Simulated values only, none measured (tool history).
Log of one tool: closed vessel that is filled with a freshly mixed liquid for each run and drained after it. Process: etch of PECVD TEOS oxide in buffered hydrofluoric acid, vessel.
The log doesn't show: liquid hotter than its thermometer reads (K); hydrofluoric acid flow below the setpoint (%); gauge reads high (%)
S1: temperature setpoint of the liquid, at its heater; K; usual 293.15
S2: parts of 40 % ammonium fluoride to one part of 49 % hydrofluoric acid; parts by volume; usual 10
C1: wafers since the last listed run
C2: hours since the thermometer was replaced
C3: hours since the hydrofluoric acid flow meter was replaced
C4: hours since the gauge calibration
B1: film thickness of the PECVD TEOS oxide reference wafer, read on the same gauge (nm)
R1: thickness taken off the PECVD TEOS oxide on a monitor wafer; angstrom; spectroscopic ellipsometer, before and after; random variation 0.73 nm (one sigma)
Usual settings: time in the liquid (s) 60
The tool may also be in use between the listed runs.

run 1 hour=0 | S1=294.65 S2=10 time_in_the_liquid_(s)=60 | C1=0 C2=2056 C3=1305.5 C4=976.1 | B1=29.98 | R1=1166
run 2 hour=183.1 | S1=294.65 S2=10 time_in_the_liquid_(s)=60 | C1=16772 C2=2239.1 C3=1488.6 C4=1159.2 | B1=29.98 | R1=1160.6
run 3 hour=225.2 | S1=293.15 S2=10 time_in_the_liquid_(s)=45 | C1=3856 C2=2281.2 C3=1530.7 C4=1201.3 | B1=30.02 | R1=796.1
run 4 hour=386.7 | S1=293.15 S2=10 time_in_the_liquid_(s)=45 | C1=14794 C2=2442.7 C3=1692.2 C4=1362.8 | B1=29.99 | R1=800.5
-- hour=430.3 gauge calibrated
run 5 hour=451.9 | S1=293.15 S2=10 time_in_the_liquid_(s)=60 | C1=5972 C2=2507.9 C3=1757.4 C4=21.6 | B1=29.96 | R1=1075.7
-- hour=480.5 hydrofluoric acid flow meter replaced
run 6 hour=481 | S1=293.15 S2=10 time_in_the_liquid_(s)=60 | C1=2574 C2=2537 C3=0.5 C4=50.7 | B1=29.99 | R1=1136.2
run 7 hour=547.6 | S1=293.15 S2=13 time_in_the_liquid_(s)=60 | C1=6100 C2=2603.6 C3=67.1 C4=117.3 | B1=29.99 | R1=885.4
run 8 hour=616 | S1=293.15 S2=13 time_in_the_liquid_(s)=60 | C1=6265 C2=2672 C3=135.5 C4=185.7 | B1=29.99 | R1=891.3
run 9 hour=676 | S1=293.15 S2=13 time_in_the_liquid_(s)=60 | C1=5496 C2=2732 C3=195.5 C4=245.7 | B1=30 | R1=888.7
run 10 hour=705.1 | S1=293.15 S2=10 time_in_the_liquid_(s)=60 | C1=2665 C2=2761.1 C3=224.6 C4=274.8 | B1=30 | R1=1150.3
run 11 hour=773.9 | S1=293.15 S2=10 time_in_the_liquid_(s)=60 | C1=6302 C2=2829.9 C3=293.4 C4=343.6 | B1=29.99 | R1=1163
run 12 hour=828.5 | S1=293.15 S2=10 time_in_the_liquid_(s)=60 | C1=5001 C2=2884.5 C3=348 C4=398.2 | B1=30.06 | R1=1144.5
run 13 hour=883.7 | S1=297.15 S2=14 time_in_the_liquid_(s)=60 | C1=5056 C2=2939.7 C3=403.2 C4=453.4 | B1=29.94 | R1=1030.3
run 14 hour=945.3 | S1=298.15 S2=13 time_in_the_liquid_(s)=90 | C1=5642 C2=3001.3 C3=464.8 C4=515 | B1=29.94 | R1=1752.2
run 15 hour=1017 | S1=293.15 S2=10 time_in_the_liquid_(s)=60 | C1=6568 C2=3073 C3=536.5 C4=586.7 | B1=30 | R1=1156.6
run 16 hour=1081.6 | S1=290.65 S2=10 time_in_the_liquid_(s)=60 | C1=5917 C2=3137.6 C3=601.1 C4=651.3 | B1=29.97 | R1=996.4
run 17 hour=1131 | S1=293.15 S2=11.5 time_in_the_liquid_(s)=60 | C1=4525 C2=3187 C3=650.5 C4=700.7 | B1=30.01 | R1=1012.7
run 18 hour=1192.2 | S1=297.15 S2=10 time_in_the_liquid_(s)=60 | C1=5606 C2=3248.2 C3=711.7 C4=761.9 | B1=29.99 | R1=1417.8
run 19 hour=1243.6 | S1=291.65 S2=8.5 time_in_the_liquid_(s)=60 | C1=4708 C2=3299.6 C3=763.1 C4=813.3 | B1=29.97 | R1=1188.8
run 20 hour=1303.5 | S1=293.15 S2=8.5 time_in_the_liquid_(s)=60 | C1=5487 C2=3359.5 C3=823 C4=873.2 | B1=29.97 | R1=1290.5
-- hour=1306.3 thermometer replaced
run 21 hour=1365.2 | S1=295.65 S2=9 time_in_the_liquid_(s)=75 | C1=5560 C2=58.9 C3=884.7 C4=934.9 | B1=29.98 | R1=1588.5
run 22 hour=1411.5 | S1=295.15 S2=13 time_in_the_liquid_(s)=45 | C1=4241 C2=105.2 C3=931 C4=981.2 | B1=29.97 | R1=667.8
run 23 hour=1459.9 | S1=296.65 S2=7.5 time_in_the_liquid_(s)=45 | C1=4433 C2=153.6 C3=979.4 C4=1029.6 | B1=29.95 | R1=1205.6
run 24 hour=1513.5 | S1=295.15 S2=14 time_in_the_liquid_(s)=60 | C1=4910 C2=207.2 C3=1033 C4=1083.2 | B1=29.97 | R1=831.6
run 25 hour=1555.5 | S1=293.15 S2=10 time_in_the_liquid_(s)=60 | C1=3847 C2=249.2 C3=1075 C4=1125.2 | B1=30 | R1=1014.4
run 26 hour=1607.8 | S1=293.15 S2=12 time_in_the_liquid_(s)=60 | C1=4790 C2=301.5 C3=1127.3 C4=1177.5 | B1=30 | R1=846.2
run 27 hour=1679.2 | S1=293.15 S2=8 time_in_the_liquid_(s)=90 | C1=6540 C2=372.9 C3=1198.7 C4=1248.9 | B1=29.96 | R1=1862.1
run 28 hour=1709.4 | S1=293.15 S2=10 time_in_the_liquid_(s)=60 | C1=2766 C2=403.1 C3=1228.9 C4=1279.1 | B1=30.01 | R1=1027.2
run 29 hour=1736.2 | S1=294.65 S2=10 time_in_the_liquid_(s)=60 | C1=2455 C2=429.9 C3=1255.7 C4=1305.9 | B1=30 | R1=1104.6
-- hour=1743.5 gauge calibrated
run 30 hour=1783.4 | S1=290.15 S2=7.5 time_in_the_liquid_(s)=30 | C1=4323 C2=477.1 C3=1302.9 C4=39.9 | B1=29.98 | R1=549
run 31 hour=1814.7 | S1=297.65 S2=14 time_in_the_liquid_(s)=70 | C1=2867 C2=508.4 C3=1334.2 C4=71.2 | B1=29.95 | R1=1078.5
run 32 hour=1851.3 | S1=290.15 S2=11.5 time_in_the_liquid_(s)=80 | C1=3352 C2=545 C3=1370.8 C4=107.8 | B1=29.99 | R1=1000.5

Hidden state or all else? Some run-to-run changes of R1, split into what the settings, what came in and random variation would give without the hidden state, and what is left for the hidden state (with any gauge scatter that isn't in both results):
Run 5 -> 6: hydrofluoric acid flow meter replaced. R1 +60.5 angstrom: hidden state +88.1, all else -27.6.
Run 20 -> 21: S1 293.15 -> 295.65, S2 8.5 -> 9, time in the liquid (s) 60 -> 75, thermometer replaced. R1 +298 angstrom: hidden state -116.1, all else +414.1.
Run 21 -> 22: S1 295.65 -> 295.15, S2 9 -> 13, time in the liquid (s) 75 -> 45. R1 -920.7 angstrom: hidden state +10.2, all else -930.9.
Run 26 -> 27: S2 12 -> 8, time in the liquid (s) 60 -> 90. R1 +1015.9 angstrom: hidden state -56.8, all else +1072.7.
Run 27 -> 28: S2 8 -> 10, time in the liquid (s) 90 -> 60. R1 -834.9 angstrom: hidden state +48, all else -882.9.
